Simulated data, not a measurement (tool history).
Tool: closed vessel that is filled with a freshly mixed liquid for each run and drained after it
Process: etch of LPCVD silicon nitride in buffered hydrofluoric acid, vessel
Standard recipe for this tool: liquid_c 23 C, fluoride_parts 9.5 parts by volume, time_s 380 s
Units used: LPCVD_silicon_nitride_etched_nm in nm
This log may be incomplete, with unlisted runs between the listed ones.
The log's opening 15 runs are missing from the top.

| run | day | liquid_c | fluoride_parts | time_s | wafers since the last listed run | hours since the thermometer was replaced | hours since the hydrofluoric acid flow meter was replaced | hours since the gauge calibration | read-back film thickness of the LPCVD silicon nitride reference wafer, read on the same gauge (nm) | LPCVD_silicon_nitride_etched_nm |
|---|---|---|---|---|---|---|---|---|---|---|
| 16 | 17.008 | 23 | 9.5 | 195 | 6577 | 2361.9 | 295.2 | 122.4 | 39.98 | 2.7 |
| 17 | 18.083 | 23 | 9.5 | 380 | 2183 | 2387.7 | 321 | 148.2 | 40 | 5.39 |
| 18 | 19.154 | 25.5 | 9.5 | 590 | 2175 | 2413.4 | 346.7 | 173.9 | 40.01 | 9.54 |
| 19 | 20.296 | 23 | 9.5 | 540 | 2319 | 2440.8 | 374.1 | 201.3 | 39.97 | 7.53 |
|  | 20.546 | thermometer replaced |
| 20 | 21.704 | 23 | 9.5 | 380 | 2776 | 27.8 | 407.9 | 235.1 | 40.03 | 5.3 |
| 21 | 23.067 | 23 | 9.5 | 380 | 2768 | 60.5 | 440.6 | 267.8 | 40.01 | 5.22 |
| 22 | 24.088 | 24.5 | 6.5 | 310 | 2073 | 85 | 465.1 | 292.3 | 40.01 | 6.51 |
|  | 25.425 | hydrofluoric acid flow meter replaced |
| 23 | 25.446 | 25 | 13 | 495 | 2674 | 117.6 | 0.5 | 324.9 | 40 | 6 |

Run 24 has not been measured yet. What should we expect?
| 24 | 26.858 | 19 | 11.5 | 300 | 2869 | 151.5 | 34.4 | 358.8 | ? | ? |

read-back film thickness of the LPCVD silicon nitride reference wafer, read on the same gauge (nm): 39.98
LPCVD_silicon_nitride_etched_nm: 2.92 nm
Had the tool carried no hidden state, the very same run would have given LPCVD_silicon_nitride_etched_nm 2.96 nm.
